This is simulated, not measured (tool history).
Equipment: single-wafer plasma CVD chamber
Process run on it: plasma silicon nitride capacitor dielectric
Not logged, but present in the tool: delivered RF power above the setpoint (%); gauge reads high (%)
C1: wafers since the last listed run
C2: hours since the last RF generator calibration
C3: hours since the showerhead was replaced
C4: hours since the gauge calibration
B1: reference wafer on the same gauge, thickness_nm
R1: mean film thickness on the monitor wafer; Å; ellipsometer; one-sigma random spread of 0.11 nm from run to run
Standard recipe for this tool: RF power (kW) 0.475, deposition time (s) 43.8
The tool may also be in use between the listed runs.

{"run": 1, "day": 0.0, "RF power (kW)": 0.475, "deposition time (s)": 43.8, "C1": 0, "C2": 1153.2, "C3": 3200.9, "C4": 58.7, "B1": 57.021, "R1": 599.85}
{"run": 2, "day": 1.833, "RF power (kW)": 0.475, "deposition time (s)": 43.8, "C1": 768, "C2": 1197.2, "C3": 3244.9, "C4": 102.7, "B1": 57.005, "R1": 595.91}
{"run": 3, "day": 2.442, "RF power (kW)": 0.475, "deposition time (s)": 43.8, "C1": 254, "C2": 1211.8, "C3": 3259.5, "C4": 117.3, "B1": 57.011, "R1": 595.85}
{"run": 4, "day": 2.879, "RF power (kW)": 0.475, "deposition time (s)": 43.8, "C1": 183, "C2": 1222.3, "C3": 3270.0, "C4": 127.8, "B1": 56.983, "R1": 597.35}
{"run": 5, "day": 3.442, "RF power (kW)": 0.475, "deposition time (s)": 43.8, "C1": 235, "C2": 1235.8, "C3": 3283.5, "C4": 141.3, "B1": 56.988, "R1": 594.51}
{"run": 6, "day": 3.85, "RF power (kW)": 0.475, "deposition time (s)": 43.8, "C1": 171, "C2": 1245.6, "C3": 3293.3, "C4": 151.1, "B1": 56.996, "R1": 595.54}
{"run": 7, "day": 4.396, "RF power (kW)": 0.475, "deposition time (s)": 43.8, "C1": 228, "C2": 1258.7, "C3": 3306.4, "C4": 164.2, "B1": 57.007, "R1": 595.66}
{"day": 4.812, "done": "RF generator calibrated"}
{"run": 8, "day": 5.071, "RF power (kW)": 0.475, "deposition time (s)": 43.8, "C1": 143, "C2": 6.2, "C3": 3322.6, "C4": 180.4, "B1": 56.986, "R1": 619.4}
{"run": 9, "day": 5.758, "RF power (kW)": 0.475, "deposition time (s)": 39.7, "C1": 288, "C2": 22.7, "C3": 3339.1, "C4": 196.9, "B1": 57.001, "R1": 559.78}
{"run": 10, "day": 6.504, "RF power (kW)": 0.475, "deposition time (s)": 39.7, "C1": 312, "C2": 40.6, "C3": 3357.0, "C4": 214.8, "B1": 56.994, "R1": 559.07}
{"run": 11, "day": 6.95, "RF power (kW)": 0.475, "deposition time (s)": 43.8, "C1": 186, "C2": 51.3, "C3": 3367.7, "C4": 225.5, "B1": 57.026, "R1": 615.68}
{"run": 12, "day": 7.642, "RF power (kW)": 0.475, "deposition time (s)": 43.8, "C1": 289, "C2": 67.9, "C3": 3384.3, "C4": 242.1, "B1": 56.979, "R1": 617.09}

Estimate the outcome of run 13 from the log above:
{"run": 13, "day": 8.029, "RF power (kW)": 0.475, "deposition time (s)": 43.8, "C1": 162, "C2": 77.2, "C3": 3393.6, "C4": 251.4, "B1": "?", "R1": "?"}

Run 13 produced B1 56.987, R1 615.42 Å.
Without the tool's hidden state the same run would have given R1 617.45 Å.
